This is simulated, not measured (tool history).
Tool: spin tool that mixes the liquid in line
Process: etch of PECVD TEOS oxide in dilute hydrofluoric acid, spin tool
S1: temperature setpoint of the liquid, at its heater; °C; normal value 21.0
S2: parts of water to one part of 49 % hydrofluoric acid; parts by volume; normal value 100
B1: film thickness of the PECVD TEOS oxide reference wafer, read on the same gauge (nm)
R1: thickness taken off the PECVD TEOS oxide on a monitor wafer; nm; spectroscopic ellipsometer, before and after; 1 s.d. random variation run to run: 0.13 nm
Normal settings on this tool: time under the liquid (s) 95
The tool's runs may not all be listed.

{"run": 1, "hour": 0.0, "S1": 21.0, "S2": 100, "time under the liquid (s)": 95, "B1": 30.02, "R1": 15.14}
{"run": 2, "hour": 8.2, "S1": 21.0, "S2": 100, "time under the liquid (s)": 95, "B1": 30.04, "R1": 15.36}
{"run": 3, "hour": 25.8, "S1": 21.0, "S2": 100, "time under the liquid (s)": 95, "B1": 29.99, "R1": 15.4}
{"run": 4, "hour": 41.4, "S1": 21.0, "S2": 100, "time under the liquid (s)": 95, "B1": 29.98, "R1": 15.06}
{"run": 5, "hour": 57.1, "S1": 21.0, "S2": 100, "time under the liquid (s)": 95, "B1": 29.98, "R1": 15.45}
{"run": 6, "hour": 72.4, "S1": 21.0, "S2": 100, "time under the liquid (s)": 95, "B1": 30.02, "R1": 15.12}
{"hour": 85.5, "done": "gauge calibrated"}
{"run": 7, "hour": 87.6, "S1": 24.5, "S2": 100, "time under the liquid (s)": 125, "B1": 30.01, "R1": 23.03}
{"run": 8, "hour": 99.6, "S1": 24.5, "S2": 100, "time under the liquid (s)": 125, "B1": 29.97, "R1": 23.22}
{"run": 9, "hour": 109.6, "S1": 24.5, "S2": 100, "time under the liquid (s)": 125, "B1": 30.0, "R1": 23.09}
{"run": 10, "hour": 124.3, "S1": 19.0, "S2": 130, "time under the liquid (s)": 95, "B1": 30.03, "R1": 10.46}
{"run": 11, "hour": 136.1, "S1": 18.0, "S2": 50, "time under the liquid (s)": 110, "B1": 30.02, "R1": 33.34}
{"run": 12, "hour": 148.1, "S1": 23.0, "S2": 150, "time under the liquid (s)": 150, "B1": 30.03, "R1": 16.43}
{"run": 13, "hour": 156.0, "S1": 21.0, "S2": 120, "time under the liquid (s)": 75, "B1": 29.99, "R1": 9.84}
{"hour": 160.8, "done": "thermometer replaced"}
{"run": 14, "hour": 173.3, "S1": 21.0, "S2": 125, "time under the liquid (s)": 135, "B1": 30.04, "R1": 16.85}
{"hour": 174.9, "done": "hydrofluoric acid flow meter replaced"}
{"run": 15, "hour": 188.6, "S1": 21.0, "S2": 100, "time under the liquid (s)": 95, "B1": 29.99, "R1": 15.08}
{"run": 16, "hour": 202.8, "S1": 21.0, "S2": 100, "time under the liquid (s)": 95, "B1": 30.01, "R1": 15.29}
{"run": 17, "hour": 212.0, "S1": 21.0, "S2": 100, "time under the liquid (s)": 95, "B1": 30.06, "R1": 15.43}
{"run": 18, "hour": 228.6, "S1": 21.0, "S2": 145, "time under the liquid (s)": 95, "B1": 29.96, "R1": 9.98}

3 ways to go on from here, each from the tool as it stands after run 18. What would each give?
{"run": "A", "hour": 229.0, "S1": 21.0, "S2": 100, "time under the liquid (s)": 95, "B1": "?", "R1": "?"}
{"run": "B", "hour": 229.0, "S1": 21.0, "S2": 100, "time under the liquid (s)": 140, "B1": "?", "R1": "?"}
{"run": "C", "hour": 229.0, "S1": 21.0, "S2": 100, "time under the liquid (s)": 125, "B1": "?", "R1": "?"}

run=A B1=30.00 R1=15.23
run=B B1=30.00 R1=22.45
run=C B1=30.00 R1=20.04
With the hidden condition removed and each run's random variation left untouched, the same runs would have given:
run=A R1=15.23
run=B R1=22.45
run=C R1=20.04
